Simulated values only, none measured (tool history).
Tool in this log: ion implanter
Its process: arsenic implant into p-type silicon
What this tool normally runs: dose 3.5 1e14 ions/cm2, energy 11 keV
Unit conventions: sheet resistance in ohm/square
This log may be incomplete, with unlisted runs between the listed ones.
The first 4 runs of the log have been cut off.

| run | day | dose | energy | wafers since the last listed run | hours since the last dose calibration | hours since the extraction supply was calibrated | hours since the gauge calibration | read-back reference wafer on the same gauge, sheet resistance | sheet resistance |
|---|---|---|---|---|---|---|---|---|---|
| 5 | 4.317 | 2.96 | 10 | 1230 | 1204.2 | 3899.6 | 897 | 315.82 | 334.29 |
| 6 | 7.858 | 3.5 | 11 | 3066 | 1289.2 | 3984.6 | 982 | 316.15 | 294.12 |
| 7 | 8.938 | 3.5 | 11 | 934 | 1315.1 | 4010.5 | 1007.9 | 316.4 | 291.48 |
|  | 11.238 | extraction supply calibrated |
|  | 11.504 | gauge calibrated |
| 8 | 13.142 | 3.5 | 11 | 3351 | 1416 | 45.7 | 39.3 | 315.78 | 293.67 |
| 9 | 13.654 | 3.5 | 9 | 443 | 1428.3 | 58 | 51.6 | 316.09 | 302.8 |
| 10 | 14.321 | 3.5 | 9 | 577 | 1444.3 | 74 | 67.6 | 316.5 | 302.41 |
| 11 | 15.267 | 3.5 | 9 | 818 | 1467 | 96.7 | 90.3 | 314.93 | 302.27 |
| 12 | 16 | 3.16 | 12.5 | 634 | 1484.6 | 114.3 | 107.9 | 316 | 311.62 |
| 13 | 17.479 | 3.16 | 12.5 | 1280 | 1520.1 | 149.8 | 143.4 | 316.28 | 310.03 |
| 14 | 18.792 | 4.25 | 13 | 1136 | 1551.6 | 181.3 | 174.9 | 317.1 | 251.81 |
| 15 | 19.85 | 3.98 | 7.5 | 916 | 1577 | 206.7 | 200.3 | 316.12 | 284 |
| 16 | 20.575 | 3.5 | 12 | 627 | 1594.4 | 224.1 | 217.7 | 316.01 | 292.76 |
| 17 | 22.025 | 3.16 | 12.5 | 1255 | 1629.2 | 258.9 | 252.5 | 316.19 | 312.91 |
| 18 | 23.079 | 2.88 | 7 | 912 | 1654.5 | 284.2 | 277.8 | 316.04 | 363.63 |
| 19 | 23.579 | 3.2 | 14 | 432 | 1666.5 | 296.2 | 289.8 | 316.27 | 306.69 |
| 20 | 27.917 | 3.5 | 11 | 3755 | 1770.6 | 400.3 | 393.9 | 316.03 | 297.67 |
|  | 28.367 | Faraday cup replaced and dose calibrated |
| 21 | 29.162 | 3.5 | 11 | 790 | 19.1 | 430.2 | 423.8 | 316.31 | 287.83 |
| 22 | 29.808 | 3.85 | 9 | 559 | 34.6 | 445.7 | 439.3 | 316.81 | 277.04 |
| 23 | 30.617 | 3.5 | 8 | 699 | 54 | 465.1 | 458.7 | 316.6 | 300.28 |
| 24 | 31.7 | 2.69 | 13.5 | 937 | 80 | 491.1 | 484.7 | 315.85 | 340 |
| 25 | 33.079 | 3.02 | 10 | 1194 | 113.1 | 524.2 | 517.8 | 316.63 | 325.43 |

Forecast run 26:
| 26 | 34.283 | 4.47 | 13.5 | 1042 | 142 | 553.1 | 546.7 | ? | ? |

read-back reference wafer on the same gauge, sheet resistance: 315.48
sheet resistance: 238.24 ohm/square
Take away the tool's hidden state, keep the run-to-run variation as it was, and the same run would have given sheet resistance 237.49 ohm/square.
